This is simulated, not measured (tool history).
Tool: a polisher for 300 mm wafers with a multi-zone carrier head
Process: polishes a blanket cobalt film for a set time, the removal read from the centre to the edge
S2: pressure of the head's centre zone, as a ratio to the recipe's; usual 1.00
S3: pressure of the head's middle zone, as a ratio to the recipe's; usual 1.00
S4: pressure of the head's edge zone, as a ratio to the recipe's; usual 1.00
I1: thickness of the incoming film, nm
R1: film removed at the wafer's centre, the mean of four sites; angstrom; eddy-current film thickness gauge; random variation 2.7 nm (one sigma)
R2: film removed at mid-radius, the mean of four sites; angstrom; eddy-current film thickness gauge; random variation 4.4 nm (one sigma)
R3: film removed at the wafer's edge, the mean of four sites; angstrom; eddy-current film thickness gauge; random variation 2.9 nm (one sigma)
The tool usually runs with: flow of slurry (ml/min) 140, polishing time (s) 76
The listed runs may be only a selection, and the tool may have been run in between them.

{"run": 1, "hour": 0.0, "flow of slurry (ml/min)": 100, "S2": 1.0, "S3": 1.0, "S4": 1.0, "polishing time (s)": 61, "I1": 944.1, "R1": 2344, "R2": 2355, "R3": 2469}
{"run": 2, "hour": 50.6, "flow of slurry (ml/min)": 140, "S2": 1.0, "S3": 0.9, "S4": 0.97, "polishing time (s)": 68, "I1": 913.5, "R1": 2851, "R2": 2540, "R3": 2871}
{"run": 3, "hour": 95.8, "flow of slurry (ml/min)": 140, "S2": 1.0, "S3": 1.0, "S4": 0.9, "polishing time (s)": 76, "I1": 933.8, "R1": 3199, "R2": 3154, "R3": 3068}
{"run": 4, "hour": 142.6, "flow of slurry (ml/min)": 110, "S2": 0.95, "S3": 0.95, "S4": 1.0, "polishing time (s)": 64, "I1": 934.1, "R1": 2417, "R2": 2373, "R3": 2664}
{"run": 5, "hour": 176.7, "flow of slurry (ml/min)": 140, "S2": 1.0, "S3": 1.0, "S4": 1.0, "polishing time (s)": 76, "I1": 931.7, "R1": 3192, "R2": 3115, "R3": 3225}
{"hour": 215.4, "done": "slurry nozzle cleaned"}
{"hour": 221.8, "done": "centre zone pressure recalibrated"}
{"run": 6, "hour": 227.1, "flow of slurry (ml/min)": 140, "S2": 1.0, "S3": 1.0, "S4": 0.89, "polishing time (s)": 76, "I1": 937.0, "R1": 3165, "R2": 3142, "R3": 3108}
{"run": 7, "hour": 269.6, "flow of slurry (ml/min)": 140, "S2": 1.0, "S3": 0.92, "S4": 1.0, "polishing time (s)": 87, "I1": 939.7, "R1": 3677, "R2": 3396, "R3": 3690}
{"run": 8, "hour": 294.4, "flow of slurry (ml/min)": 140, "S2": 1.0, "S3": 1.0, "S4": 1.0, "polishing time (s)": 76, "I1": 928.7, "R1": 3248, "R2": 3124, "R3": 3246}
{"hour": 315.4, "done": "worn pad replaced by a new one"}
{"run": 9, "hour": 360.2, "flow of slurry (ml/min)": 140, "S2": 1.0, "S3": 1.0, "S4": 1.0, "polishing time (s)": 99, "I1": 946.2, "R1": 4204, "R2": 4085, "R3": 4193}
{"run": 10, "hour": 391.8, "flow of slurry (ml/min)": 140, "S2": 1.0, "S3": 1.0, "S4": 1.0, "polishing time (s)": 76, "I1": 911.6, "R1": 3235, "R2": 3200, "R3": 3286}
{"hour": 462.2, "done": "edge zone pressure recalibrated"}
{"run": 11, "hour": 483.3, "flow of slurry (ml/min)": 140, "S2": 1.06, "S3": 1.0, "S4": 0.96, "polishing time (s)": 76, "I1": 945.3, "R1": 3332, "R2": 3206, "R3": 3216}
{"run": 12, "hour": 522.1, "flow of slurry (ml/min)": 140, "S2": 1.0, "S3": 1.0, "S4": 1.12, "polishing time (s)": 76, "I1": 921.9, "R1": 3236, "R2": 3195, "R3": 3432}
{"run": 13, "hour": 546.5, "flow of slurry (ml/min)": 140, "S2": 1.0, "S3": 1.0, "S4": 1.0, "polishing time (s)": 76, "I1": 920.5, "R1": 3240, "R2": 3168, "R3": 3221}
{"run": 14, "hour": 610.7, "flow of slurry (ml/min)": 110, "S2": 1.0, "S3": 1.0, "S4": 1.0, "polishing time (s)": 62, "I1": 926.2, "R1": 2425, "R2": 2410, "R3": 2589}
{"run": 15, "hour": 649.7, "flow of slurry (ml/min)": 140, "S2": 1.07, "S3": 0.91, "S4": 1.0, "polishing time (s)": 49, "I1": 918.2, "R1": 2187, "R2": 1854, "R3": 2141}
{"hour": 672.0, "done": "slurry nozzle cleaned"}
{"run": 16, "hour": 720.3, "flow of slurry (ml/min)": 140, "S2": 0.92, "S3": 1.0, "S4": 0.94, "polishing time (s)": 76, "I1": 934.9, "R1": 2950, "R2": 3160, "R3": 3174}
{"run": 17, "hour": 764.9, "flow of slurry (ml/min)": 165, "S2": 0.9, "S3": 1.0, "S4": 1.11, "polishing time (s)": 76, "I1": 926.5, "R1": 2981, "R2": 3304, "R3": 3532}
{"hour": 794.9, "done": "centre zone pressure recalibrated"}
{"hour": 820.5, "done": "worn pad replaced by a new one"}
{"run": 18, "hour": 821.0, "flow of slurry (ml/min)": 140, "S2": 0.94, "S3": 1.0, "S4": 1.03, "polishing time (s)": 76, "I1": 920.8, "R1": 3029, "R2": 3145, "R3": 3275}
{"run": 19, "hour": 878.4, "flow of slurry (ml/min)": 140, "S2": 1.0, "S3": 1.0, "S4": 1.0, "polishing time (s)": 76, "I1": 930.1, "R1": 3181, "R2": 3169, "R3": 3272}
{"run": 20, "hour": 943.7, "flow of slurry (ml/min)": 95, "S2": 1.08, "S3": 0.89, "S4": 1.0, "polishing time (s)": 76, "I1": 939.9, "R1": 3043, "R2": 2606, "R3": 3067}
{"hour": 1111.7, "done": "slurry nozzle cleaned"}
{"run": 21, "hour": 1121.9, "flow of slurry (ml/min)": 160, "S2": 1.0, "S3": 1.0, "S4": 1.11, "polishing time (s)": 76, "I1": 946.3, "R1": 3269, "R2": 3140, "R3": 3455}

Each row is a separate what-if for the run after 21, all from the same tool condition, not one after another. Results?
{"run": "A", "hour": 1122.4, "flow of slurry (ml/min)": 140, "S2": 1.0, "S3": 1.0, "S4": 1.0, "polishing time (s)": 76, "I1": 922.5, "R1": "?", "R2": "?", "R3": "?"}
{"run": "B", "hour": 1122.4, "flow of slurry (ml/min)": 115, "S2": 1.1, "S3": 1.0, "S4": 0.89, "polishing time (s)": 76, "I1": 922.5, "R1": "?", "R2": "?", "R3": "?"}
{"run": "C", "hour": 1122.4, "flow of slurry (ml/min)": 140, "S2": 0.92, "S3": 0.97, "S4": 1.03, "polishing time (s)": 76, "I1": 922.5, "R1": "?", "R2": "?", "R3": "?"}
{"run": "D", "hour": 1122.4, "flow of slurry (ml/min)": 140, "S2": 0.93, "S3": 1.07, "S4": 1.0, "polishing time (s)": 49, "I1": 922.5, "R1": "?", "R2": "?", "R3": "?"}
{"run": "E", "hour": 1122.4, "flow of slurry (ml/min)": 140, "S2": 1.0, "S3": 1.0, "S4": 0.96, "polishing time (s)": 76, "I1": 922.5, "R1": "?", "R2": "?", "R3": "?"}

run=A R1=3195 R2=3117 R3=3249
run=B R1=3351 R2=2987 R3=2985
run=C R1=2937 R2=3040 R3=3297
run=D R1=1916 R2=2130 R3=2093
run=E R1=3195 R2=3118 R3=3186
Had the tool no hidden state, the same runs would have come out as:
run=A R1=3195 R2=3117 R3=3249
run=B R1=3351 R2=2987 R3=2985
run=C R1=2937 R2=3040 R3=3297
run=D R1=1916 R2=2130 R3=2093
run=E R1=3195 R2=3118 R3=3186
